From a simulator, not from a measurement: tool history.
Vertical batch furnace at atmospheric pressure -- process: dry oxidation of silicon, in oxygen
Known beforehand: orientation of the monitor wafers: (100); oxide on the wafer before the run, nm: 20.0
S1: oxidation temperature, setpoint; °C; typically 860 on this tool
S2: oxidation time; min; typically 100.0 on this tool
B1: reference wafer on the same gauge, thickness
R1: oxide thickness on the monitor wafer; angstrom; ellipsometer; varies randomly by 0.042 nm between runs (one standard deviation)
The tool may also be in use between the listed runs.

run	hour	S1	S2	B1	R1
1	0.0	849	100.0	33.60	263.3
2	19.2	849	100.0	33.59	263.6
3	35.7	849	100.0	33.61	263.8
4	53.8	860	100.0	33.59	277.1
5	66.2	860	100.0	33.61	277.6
6	88.5	860	100.0	33.61	276.9
7	103.9	860	100.0	33.59	277.5
8	128.3	878	100.0	33.61	304.2
9	139.8	860	100.0	33.59	276.7
10	208.8	860	100.0	33.60	277.0
11	230.8	860	100.0	33.59	276.8
12	241.8	860	100.0	33.58	277.2
13	263.7	860	100.0	33.60	277.0
14	284.9	860	100.0	33.60	276.8
15	306.2	860	100.0	33.60	277.1
16	323.5	860	81.0	33.59	262.7
17	333.5	860	81.0	33.61	261.7
18	348.3	849	100.0	33.59	263.3
19	358.2	860	81.0	33.61	261.8
20	368.5	867	100.0	33.61	286.2
21	378.1	873	100.0	33.60	296.0
22	404.7	845	126.0	33.61	274.4
23	410.5	842	118.0	33.60	266.7
24	417.3	860	100.0	33.59	276.7
25	451.5	879	138.0	33.60	351.7
26	457.3	869	64.5	33.60	259.4
27	463.1	867	133.5	33.61	321.3
28	473.0	873	100.0	33.59	300.8
29	495.4	860	81.0	33.61	265.5
30	510.6	882	125.5	33.61	344.7
31	535.1	860	125.5	33.60	302.7
32	557.3	877	60.5	33.61	264.2
33	567.1	880	137.5	33.60	352.5
34	587.0	837	68.0	33.59	234.6
35	597.8	883	126.0	33.61	347.3
36	620.9	853	119.0	33.59	285.3
37	663.3	860	125.5	33.59	301.0
38	681.9	872	76.5	33.61	275.3

Not shown: 3 entries that the log had between the listed runs. Between which runs, and how does the tool's hidden state differ before and after?
Logged between run 20 and run 21: gauge calibrated (hour 375.7)
  monitor wafer colder than the profiled boat position, K: 4.21 -> 4.22
  what was measured, less what the result would be without the hidden state, R1: -6.3 -> -6.8 angstrom
Logged between run 21 and run 22: thermocouples replaced and temperature profile calibrated (hour 404.2)
  monitor wafer colder than the profiled boat position, K: 4.22 -> 4.26
  what was measured, less what the result would be without the hidden state, R1: -6.8 -> -5.9 angstrom
Logged between run 24 and run 25: boat lift adjusted (hour 451.0)
  monitor wafer colder than the profiled boat position, K: 4.28 -> 0.953
  what was measured, less what the result would be without the hidden state, R1: -5.9 -> -2.3 angstrom
